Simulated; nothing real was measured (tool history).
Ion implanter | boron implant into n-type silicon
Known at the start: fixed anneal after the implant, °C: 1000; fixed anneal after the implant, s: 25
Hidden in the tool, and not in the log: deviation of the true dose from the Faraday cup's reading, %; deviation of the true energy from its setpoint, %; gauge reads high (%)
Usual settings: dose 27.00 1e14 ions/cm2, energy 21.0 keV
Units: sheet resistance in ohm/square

| run | hour | dose | energy | wafers since the last listed run | hours since the last dose calibration | hours since the extraction supply was calibrated | hours since the gauge calibration | read-back reference wafer on the same gauge, sheet resistance | sheet resistance |
|---|---|---|---|---|---|---|---|---|---|
| 1 | 0.0 | 27.00 | 26.5 | 0 | 1400.8 | 4543.0 | 673.7 | 67.11 | 53.92 |
| 2 | 39.2 | 27.00 | 21.0 | 428 | 1440.0 | 4582.2 | 712.9 | 67.19 | 58.56 |
| 3 | 83.6 | 27.00 | 21.0 | 484 | 1484.4 | 4626.6 | 757.3 | 67.26 | 58.67 |
| 4 | 154.6 | 27.00 | 21.0 | 775 | 1555.4 | 4697.6 | 828.3 | 67.20 | 58.16 |
| 5 | 190.2 | 27.00 | 21.0 | 388 | 1591.0 | 4733.2 | 863.9 | 67.24 | 58.37 |
| 6 | 242.9 | 27.00 | 21.0 | 575 | 1643.7 | 4785.9 | 916.6 | 67.24 | 58.61 |
|  | 254.7 | gauge calibrated |
|  | 260.2 | Faraday cup replaced and dose calibrated |
| 7 | 276.0 | 27.00 | 21.0 | 274 | 15.8 | 4819.0 | 21.3 | 67.20 | 58.97 |
| 8 | 325.8 | 27.00 | 17.0 | 543 | 65.6 | 4868.8 | 71.1 | 67.23 | 64.33 |
| 9 | 384.1 | 29.41 | 17.0 | 636 | 123.9 | 4927.1 | 129.4 | 67.10 | 63.06 |
| 10 | 437.9 | 31.99 | 14.5 | 587 | 177.7 | 4980.9 | 183.2 | 67.19 | 67.38 |
|  | 586.6 | extraction supply calibrated |
| 11 | 591.4 | 32.39 | 14.5 | 1589 | 331.2 | 4.8 | 336.7 | 67.17 | 67.50 |

Run 12 comes next. What will it give?
| 12 | 626.0 | 20.19 | 27.5 | 377 | 365.8 | 39.4 | 371.3 | ? | ? |

Run 12 gave read-back reference wafer on the same gauge, sheet resistance 67.28, sheet resistance 62.01 ohm/square.
Without the tool's hidden state the same run would have given sheet resistance 62.01 ohm/square.
